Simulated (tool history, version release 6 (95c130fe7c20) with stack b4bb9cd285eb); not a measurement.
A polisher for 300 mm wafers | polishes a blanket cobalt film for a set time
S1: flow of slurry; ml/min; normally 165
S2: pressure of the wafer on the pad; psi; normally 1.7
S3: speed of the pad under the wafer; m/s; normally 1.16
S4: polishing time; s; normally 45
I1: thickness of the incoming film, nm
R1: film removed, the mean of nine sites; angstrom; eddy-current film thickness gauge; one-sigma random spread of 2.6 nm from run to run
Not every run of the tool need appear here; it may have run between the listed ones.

run   hour   S1   S2    S3  S4     I1    R1
  1    0.0  165  1.7  1.16  37  635.6  1562
  2   28.6  165  1.7  1.16  37  629.2  1496
  3   55.6  165  1.7  1.16  45  628.2  1856
      61.6  -- head pressure recalibrated
      75.7  -- worn pad replaced by a new one
  4   90.9  165  1.7  1.16  45  621.4  1909
  5  109.1  165  1.7  1.16  45  635.4  1862
  6  140.6  165  1.7  0.94  45  631.7  1477
  7  169.2  165  1.7  0.94  45  618.6  1451
     196.0  -- worn pad replaced by a new one
  8  202.2  165  1.7  0.94  45  630.5  1531
  9  214.4  165  1.7  1.16  45  621.0  1851
 10  229.9  165  1.7  1.16  45  633.3  1842
 11  244.2  165  1.7  1.16  45  622.3  1798
 12  259.3  145  1.5  1.16  45  625.9  1550
 13  273.8  165  1.7  1.16  50  620.2  1967
     353.6  -- worn pad replaced by a new one
 14  363.6  165  1.7  1.16  45  627.0  1851
     375.2  -- slurry nozzle cleaned
 15  379.9  165  1.7  1.04  45  638.0  1714
 16  407.1  125  1.5  1.16  45  629.2  1586
 17  425.1  165  1.7  1.16  45  632.9  1912
     432.3  -- head pressure recalibrated
 18  452.2  120  1.7  1.16  45  631.5  1747
 19  478.7  165  1.7  1.38  45  631.0  2182
     505.9  -- worn pad replaced by a new one
 20  507.5  220  1.5  1.46  58  622.6  2927
 21  528.2  115  1.7  1.28  45  629.1  1925
 22  558.5  165  1.7  1.40  34  625.8  1686
 23  608.1  165  1.7  1.32  45  627.0  2092
 24  629.1  165  1.7  1.16  58  630.9  2341
 25  648.2  215  1.7  1.16  45  623.8  1914
     656.5  -- worn pad replaced by a new one
 26  663.3  165  2.0  1.16  38  634.4  1904
 27  698.2  165  1.5  0.80  36  620.8   904

Below are 3 alternative next runs, each starting from the tool's condition after run 27. Predict each:
  A  698.6  110  1.7  1.16  45  626.2   ?
  B  698.6  165  1.4  1.16  52  626.2   ?
  C  698.6  105  1.1  1.32  45  626.2   ?

run    R1
  A  1734
  B  1809
  C  1260
Take away the tool's hidden state, keep each run's random variation, and the runs would have read:
run    R1
  A  1867
  B  1922
  C  1359

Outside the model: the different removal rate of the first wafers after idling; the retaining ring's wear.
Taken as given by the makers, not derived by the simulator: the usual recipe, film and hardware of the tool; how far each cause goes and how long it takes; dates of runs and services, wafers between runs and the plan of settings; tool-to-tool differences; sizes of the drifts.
